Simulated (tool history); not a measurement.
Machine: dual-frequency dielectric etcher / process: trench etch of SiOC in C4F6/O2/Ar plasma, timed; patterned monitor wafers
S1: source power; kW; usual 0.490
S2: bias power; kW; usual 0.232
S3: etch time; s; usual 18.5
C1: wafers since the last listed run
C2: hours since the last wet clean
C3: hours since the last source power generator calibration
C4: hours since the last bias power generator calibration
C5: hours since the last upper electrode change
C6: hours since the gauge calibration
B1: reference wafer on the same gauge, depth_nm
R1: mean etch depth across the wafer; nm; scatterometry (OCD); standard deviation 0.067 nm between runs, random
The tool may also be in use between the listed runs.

run     day     S1     S2    S3   C1     C2      C3      C4      C5     C6     B1     R1
  1   0.000  0.490  0.232  18.5    0  359.0  4666.8  3513.3  2002.8  109.0  51.10  45.74
  2   0.512  0.490  0.232  18.5  198  371.3  4679.1  3525.6  2015.1  121.3  51.06  45.76
  3   1.017  0.490  0.232  18.5  194  383.4  4691.2  3537.7  2027.2  133.4  51.09  45.93
  4   1.625  0.490  0.232  18.5  235  398.0  4705.8  3552.3  2041.8  148.0  51.14  45.99
  5   2.362  0.490  0.232  18.5  285  415.7  4723.5  3570.0  2059.5  165.7  51.11  45.93
  6   2.617  0.490  0.232  18.5   98  421.8  4729.6  3576.1  2065.6  171.8  51.12  45.97
  7   3.204  0.490  0.232  18.5  227  435.9  4743.7  3590.2  2079.7  185.9  51.09  46.12
      3.421  -- source power generator calibrated
      3.567  -- bias power generator calibrated
  8   3.742  0.490  0.232  18.5   87  448.8     7.7     4.2  2092.6  198.8  51.09  45.99
  9   4.379  0.490  0.232  18.5  246  464.1    23.0    19.5  2107.9  214.1  51.05  46.13
      5.533  -- wet clean of the chamber
 10   5.554  0.490  0.232  18.5   67    0.5    51.2    47.7  2136.1  242.3  51.07  44.81
 11   5.621  0.580  0.209  16.5   25    2.1    52.8    49.3  2137.7  243.9  51.10  41.49
 12   6.104  0.520  0.182  18.5  186   13.7    64.4    60.9  2149.3  255.5  51.11  43.09
 13   7.712  0.440  0.205  16.5  621   52.3   103.0    99.5  2187.9  294.1  51.10  37.18
 14   8.292  0.550  0.209  16.0  223   66.2   116.9   113.4  2201.8  308.0  51.08  39.48
 15   8.650  0.490  0.232  18.5  138   74.8   125.5   122.0  2210.4  316.6  51.14  45.00
 16   8.925  0.490  0.232  18.5  106   81.4   132.1   128.6  2217.0  323.2  51.08  45.09
 17   9.288  0.490  0.232  18.5  140   90.1   140.8   137.3  2225.7  331.9  51.07  45.02
 18   9.817  0.490  0.232  18.5  204  102.8   153.5   150.0  2238.4  344.6  51.09  44.88
 19  10.171  0.490  0.232  18.5  136  111.3   162.0   158.5  2246.9  353.1  51.06  45.08
     10.325  -- gauge calibrated
 20  10.646  0.420  0.267  15.0  183  122.7   173.4   169.9  2258.3    7.7  51.15  35.81
     11.742  -- upper electrode replaced
 21  11.762  0.490  0.232  18.5   45  149.5   200.2   196.7     0.5   34.5  51.09  45.02
 22  11.775  0.540  0.207  20.5    4  149.8   200.5   197.0     0.8   34.8  51.14  50.34
 23  13.029  0.380  0.232  17.0  484  179.9   230.6   227.1    30.9   64.9  51.11  37.69
 24  13.329  0.550  0.198  15.0  115  187.1   237.8   234.3    38.1   72.1  51.09  36.72
 25  14.154  0.580  0.232  17.0  318  206.9   257.6   254.1    57.9   91.9  51.06  44.42

Predict the results of run 26:
 26  14.496  0.600  0.176  15.5  132  215.1  265.8  262.3  66.1  100.1   ?   ?

B1: 51.07
R1: 38.18 nm
The same run, on a tool lacking any hidden state, would have yielded R1 37.88 nm.

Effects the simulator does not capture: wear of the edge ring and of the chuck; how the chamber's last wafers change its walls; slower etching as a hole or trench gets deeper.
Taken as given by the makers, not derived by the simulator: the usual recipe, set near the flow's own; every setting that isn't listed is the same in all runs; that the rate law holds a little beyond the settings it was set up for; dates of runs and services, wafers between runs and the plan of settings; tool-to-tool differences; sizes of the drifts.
